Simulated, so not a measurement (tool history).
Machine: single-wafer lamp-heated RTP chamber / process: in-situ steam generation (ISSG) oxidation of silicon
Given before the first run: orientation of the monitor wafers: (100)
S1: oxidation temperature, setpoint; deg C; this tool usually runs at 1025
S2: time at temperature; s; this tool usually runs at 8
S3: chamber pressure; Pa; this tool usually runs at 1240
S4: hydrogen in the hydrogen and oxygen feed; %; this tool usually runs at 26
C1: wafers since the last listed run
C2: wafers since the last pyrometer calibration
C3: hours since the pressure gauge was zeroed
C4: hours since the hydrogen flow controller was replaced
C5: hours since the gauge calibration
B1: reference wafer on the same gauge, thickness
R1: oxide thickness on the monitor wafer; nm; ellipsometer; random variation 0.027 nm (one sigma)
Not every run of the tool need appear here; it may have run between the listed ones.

run	hour	S1	S2	S3	S4	C1	C2	C3	C4	C5	B1	R1
1	0	1025	8	1240	32	0	4577	1652	3885.4	91.5	5.439	5.174
2	15.8	1025	7	1240	26	159	4737	1667.8	3901.2	107.3	5.442	4.633
3	32.2	1016	8	1240	32	165	4902	1684.2	3917.6	123.7	5.444	4.972
4	47.3	1016	8	1240	32	152	5054	1699.3	3932.7	138.8	5.439	4.958
5	59	1025	8	1240	26	118	5172	1711	3944.4	150.5	5.442	4.932
# hour 81.2: hydrogen flow controller replaced
6	81.7	1025	8	1240	26	148	5321	1733.7	0.5	173.2	5.443	4.867
7	90.1	1025	8	1240	26	84	5405	1742.1	8.9	181.6	5.438	4.92
8	100.7	1025	8	1240	26	106	5512	1752.7	19.5	192.2	5.444	4.891
# hour 112.9: pyrometer window cleaned and pyrometer calibrated
# hour 113.7: pressure gauge zeroed
9	116.3	1042	11	1240	26	67	25	2.6	35.1	207.8	5.436	6.04
# hour 128.1: gauge calibrated
10	131.2	1016	8	1333	23	150	176	17.5	50	3.1	5.436	4.521
11	138.7	1043	8	1360	26	75	251	25	57.5	10.6	5.435	5.078
12	151.6	1020	9	1307	26	130	381	37.9	70.4	23.5	5.437	5.002
13	164	1031	8	1240	26	125	507	50.3	82.8	35.9	5.445	4.991
14	170.9	1025	9	1240	26	69	576	57.2	89.7	42.8	5.437	5.126
15	177.5	1025	8	1240	26	66	643	63.8	96.3	49.4	5.445	4.905
16	191.9	1033	5	1307	32	145	788	78.2	110.7	63.8	5.442	4.232
17	201.9	1030	7	1147	26	100	889	88.2	120.7	73.8	5.44	4.689

5 options for the next run, each taken on its own from the tool as it stands now. Forecast them:
A	202.3	1025	8	1333	26	4	893	88.6	121.1	74.2	?	?
B	202.3	1025	6	1333	26	4	893	88.6	121.1	74.2	?	?
C	202.3	1010	8	1360	17	4	893	88.6	121.1	74.2	?	?
D	202.3	1025	6	1120	32	4	893	88.6	121.1	74.2	?	?
E	202.3	1009	8	1240	26	4	893	88.6	121.1	74.2	?	?

run	B1	R1
A	5.438	4.81
B	5.438	4.246
C	5.438	4.109
D	5.438	4.655
E	5.438	4.631
Stripped of hidden state, with their random variation kept, the same runs would have yielded:
run	R1
A	4.81
B	4.246
C	4.109
D	4.655
E	4.631

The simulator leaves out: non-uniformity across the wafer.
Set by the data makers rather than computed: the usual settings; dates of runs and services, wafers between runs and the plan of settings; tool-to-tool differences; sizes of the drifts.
